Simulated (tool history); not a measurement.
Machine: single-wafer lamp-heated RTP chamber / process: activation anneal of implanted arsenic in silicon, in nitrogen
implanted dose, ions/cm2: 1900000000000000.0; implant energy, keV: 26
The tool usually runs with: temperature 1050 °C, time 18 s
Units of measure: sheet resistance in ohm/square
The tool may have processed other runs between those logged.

run	hour	temperature	time	wafers since the last listed run	wafers since the last pyrometer calibration	wafers since the reflector plate was cleaned	hours since the gauge calibration	read-back reference wafer on the same gauge, sheet resistance	sheet resistance
1	0.0	1050	15	0	687	8442	413.5	90.34	77.46
2	34.5	1050	15	491	1178	8933	448.0	90.39	77.52
3	92.9	1050	18	831	2009	9764	506.4	90.33	74.84
4	123.8	1050	18	439	2449	10204	537.3	90.44	74.96
5	190.0	1050	18	942	3391	11146	603.5	90.47	73.69
6	215.8	1050	18	367	3759	11514	629.3	90.34	73.41
7	253.2	1035	15	532	4291	12046	666.7	90.39	80.62
# hour 269.4: pyrometer window cleaned and pyrometer calibrated
8	320.9	1035	15	849	732	12896	734.4	90.38	81.23
9	390.9	1028	13	996	1728	13892	804.4	90.35	85.41
# hour 439.6: reflector plate cleaned
# hour 446.5: gauge calibrated
10	461.3	1034	13	888	2616	309	14.8	90.46	85.51
11	529.5	1059	24	970	3587	1279	83.0	90.43	69.87
# hour 568.9: pyrometer window cleaned and pyrometer calibrated
12	589.9	1071	27	745	298	2025	143.4	90.33	66.79
13	657.8	1050	18	966	1264	2992	211.3	90.32	75.80
14	720.3	1058	18	889	2154	3881	273.8	90.53	73.28
15	752.1	1066	23	452	2606	4334	305.6	90.38	68.18
16	820.7	1037	23	976	3583	5310	374.2	90.49	75.80

The same runs without the tool's hidden state, with the same run-to-run variation:
Hidden state at play: true wafer temperature minus pyrometer reading, K; wafer temperature error from the tarnished reflector plate, K; gauge reads high (%).
run	sheet resistance
1	80.09
2	80.40
3	78.09
4	78.43
5	77.54
6	77.41
7	85.12
8	84.20
9	88.83
10	87.36
11	72.26
12	68.01
13	78.03
14	75.97
15	70.83
16	79.67
